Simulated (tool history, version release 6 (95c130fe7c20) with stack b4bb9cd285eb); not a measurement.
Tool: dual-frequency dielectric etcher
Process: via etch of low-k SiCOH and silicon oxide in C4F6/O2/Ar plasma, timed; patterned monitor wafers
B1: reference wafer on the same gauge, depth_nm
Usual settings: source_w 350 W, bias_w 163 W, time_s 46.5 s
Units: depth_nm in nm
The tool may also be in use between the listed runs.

Run 1, hour 0.0: usual settings; B1 96.6. Result: depth_nm 98.4 nm.
At hour 19.9: wet clean of the chamber.
Run 2, hour 38.4: usual settings; B1 96.6. Result: depth_nm 98.6 nm.
Run 3, hour 97.9: usual settings; B1 96.5. Result: depth_nm 98.5 nm.
Run 4, hour 163.0: usual settings but source_w 290 W, time_s 51.5 s; B1 96.5. Result: depth_nm 102.1 nm.
Run 5, hour 220.7: usual settings but source_w 290 W, time_s 51.5 s; B1 96.6. Result: depth_nm 102.3 nm.
Run 6, hour 246.8: usual settings but source_w 290 W, time_s 51.5 s; B1 96.4. Result: depth_nm 102.0 nm.
Run 7, hour 290.6: usual settings but time_s 39.0 s; B1 96.5. Result: depth_nm 82.6 nm.
Run 8, hour 316.6: usual settings but time_s 39.0 s; B1 96.4. Result: depth_nm 82.4 nm.
Run 9, hour 371.6: usual settings but time_s 39.0 s; B1 96.5. Result: depth_nm 82.7 nm.
At hour 402.9: bias power generator calibrated.
Run 10, hour 419.0: usual settings but source_w 310 W; B1 96.6. Result: depth_nm 92.8 nm.
At hour 458.8: source power generator calibrated.
Run 11, hour 477.8: usual settings but source_w 310 W; B1 96.5. Result: depth_nm 92.7 nm.
Run 12, hour 536.0: usual settings but source_w 310 W; B1 96.5. Result: depth_nm 92.7 nm.
Run 13, hour 598.1: usual settings; B1 96.5. Result: depth_nm 97.0 nm.
At hour 658.7: gauge calibrated.
At hour 670.6: wet clean of the chamber.
Run 14, hour 671.1: usual settings but source_w 430 W, bias_w 186 W, time_s 50.5 s; B1 96.5. Result: depth_nm 119.0 nm.
Run 15, hour 708.1: usual settings but source_w 390 W, bias_w 178 W, time_s 42.0 s; B1 96.5. Result: depth_nm 93.9 nm.
Run 16, hour 765.3: usual settings but source_w 380 W, bias_w 189 W; B1 96.5. Result: depth_nm 105.1 nm.
Run 17, hour 799.2: usual settings but source_w 280 W; B1 96.4. Result: depth_nm 89.6 nm.
Run 18, hour 864.4: usual settings; B1 96.4. Result: depth_nm 97.3 nm.
Run 19, hour 946.0: usual settings but source_w 310 W; B1 96.4. Result: depth_nm 92.7 nm.
At hour 984.0: upper electrode replaced.
Run 20, hour 991.6: usual settings but time_s 36.0 s; B1 96.6. Result: depth_nm 75.5 nm.
Run 21, hour 1025.6: usual settings; B1 96.5. Result: depth_nm 97.6 nm.
Run 22, hour 1119.5: usual settings but time_s 42.5 s; B1 96.4. Result: depth_nm 89.0 nm.
Run 23, hour 1171.9: usual settings but source_w 430 W, bias_w 140 W, time_s 53.5 s; B1 96.4. Result: depth_nm 114.2 nm.
At hour 1207.8: wet clean of the chamber.
Run 24, hour 1209.2: usual settings but source_w 420 W, bias_w 142 W, time_s 38.0 s; B1 96.5. Result: depth_nm 81.2 nm.
Run 25, hour 1242.0: usual settings but source_w 400 W, bias_w 197 W; B1 96.6. Result: depth_nm 109.3 nm.
Run 26, hour 1274.4: usual settings but time_s 54.0 s; B1 96.6. Result: depth_nm 113.5 nm.

Forecast each of these 4 alternatives for the next run:
Run A, hour 1274.8: usual settings; B1 ?. Result: depth_nm ?.
Run B, hour 1274.8: usual settings but source_w 440 W; B1 ?. Result: depth_nm ?.
Run C, hour 1274.8: usual settings but source_w 310 W, bias_w 177 W, time_s 57.0 s; B1 ?. Result: depth_nm ?.
Run D, hour 1274.8: usual settings but source_w 320 W, time_s 36.5 s; B1 ?. Result: depth_nm ?.

run    B1  depth_nm
  A  96.6      97.2
  B  96.6     105.7
  C  96.6     117.4
  D  96.6      73.8
Without the tool's hidden state the same runs would have given:
run  depth_nm
  A      96.7
  B     105.2
  C     116.8
  D      73.5
